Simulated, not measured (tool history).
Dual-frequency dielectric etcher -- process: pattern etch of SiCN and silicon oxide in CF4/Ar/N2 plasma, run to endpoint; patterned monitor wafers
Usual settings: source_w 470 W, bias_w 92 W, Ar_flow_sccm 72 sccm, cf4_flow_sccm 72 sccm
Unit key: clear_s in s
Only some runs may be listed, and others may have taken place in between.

run	hour	source_w	bias_w	Ar_flow_sccm	cf4_flow_sccm	wafers since the last listed run	hours since the last wet clean	hours since the last source power generator calibration	hours since the last bias power generator calibration	hours since the last Ar flow controller change	hours since the last CF4 flow controller change	hours since the last upper electrode change	incoming incoming film thickness, nm	clear_s
1	0	470	92	72	72	0	463.4	2092	4287	1502.8	5095.9	2452.4	18.02	18.8
2	7.2	470	92	72	72	135	470.6	2099.2	4294.2	1510	5103.1	2459.6	18.05	18.9
3	20.3	470	99	72	72	246	483.7	2112.3	4307.3	1523.1	5116.2	2472.7	18.09	18.1
4	29.7	470	99	72	72	177	493.1	2121.7	4316.7	1532.5	5125.6	2482.1	17.86	18.1
5	47.4	470	110	72	86	333	510.8	2139.4	4334.4	1550.2	5143.3	2499.8	17.94	16.9
6	55.1	470	110	72	86	145	518.5	2147.1	4342.1	1557.9	5151	2507.5	17.97	17
7	62.8	470	110	72	86	145	526.2	2154.8	4349.8	1565.6	5158.7	2515.2	17.96	16.7
8	69.7	470	92	72	72	129	533.1	2161.7	4356.7	1572.5	5165.6	2522.1	17.97	18.7
# hour 96.2: source power generator calibrated
# hour 99.2: wet clean of the chamber
9	99.7	470	92	72	72	432	0.5	3.5	4386.7	1602.5	5195.6	2552.1	17.78	20.8
10	103.3	470	92	72	72	67	4.1	7.1	4390.3	1606.1	5199.2	2555.7	18.01	20.8
11	112.5	470	92	72	72	173	13.3	16.3	4399.5	1615.3	5208.4	2564.9	17.78	20.6
12	119.7	420	77	72	72	135	20.5	23.5	4406.7	1622.5	5215.6	2572.1	17.96	25.8
# hour 147.7: wet clean of the chamber, repeated, since the last time left the tool worse
# hour 150.7: bias power generator calibrated
# hour 160.8: Ar flow controller replaced
# hour 161.3: upper electrode replaced
13	161.8	400	92	72	60	163	14.1	65.6	11.1	1	5257.7	0.5	18	24.2
14	162.1	470	92	72	72	5	14.4	65.9	11.4	1.3	5258	0.8	18.01	19.7
15	162.4	470	75	79	79	5	14.7	66.2	11.7	1.6	5258.3	1.1	17.96	21.7
16	162.7	560	92	72	88	5	15	66.5	12	1.9	5258.6	1.4	17.9	15.6
17	170.4	470	72	72	77	145	22.7	74.2	19.7	9.6	5266.3	9.1	17.85	21.8
18	180.8	370	92	72	72	195	33.1	84.6	30.1	20	5276.7	19.5	18.1	25.9
# hour 188.2: CF4 flow controller replaced
19	192.5	470	84	64	72	107	44.8	96.3	41.8	31.7	4.3	31.2	17.79	19.8
20	204	530	113	55	57	216	56.3	107.8	53.3	43.2	15.8	42.7	17.86	15.2
21	212.7	470	92	66	72	163	65	116.5	62	51.9	24.5	51.4	17.78	19.1
22	221.5	470	82	72	87	165	73.8	125.3	70.8	60.7	33.3	60.2	18.11	20.3
23	228.8	470	84	72	64	137	81.1	132.6	78.1	68	40.6	67.5	17.88	20.5
24	241.8	470	92	72	72	244	94.1	145.6	91.1	81	53.6	80.5	18.03	19.3

What if the next run were any one of these 4? Each begins from the tool's condition after run 24:
A	242.2	420	92	72	72	7	94.5	146	91.5	81.4	54	80.9	17.89	?
B	242.2	470	106	72	72	7	94.5	146	91.5	81.4	54	80.9	17.89	?
C	242.2	510	110	72	89	7	94.5	146	91.5	81.4	54	80.9	17.89	?
D	242.2	470	115	72	72	7	94.5	146	91.5	81.4	54	80.9	17.89	?

run	clear_s
A	22.1
B	18.2
C	16
D	17.5
Stripped of hidden state, with their random variation kept, the same runs would have yielded:
run	clear_s
A	22
B	18.2
C	16
D	17.5
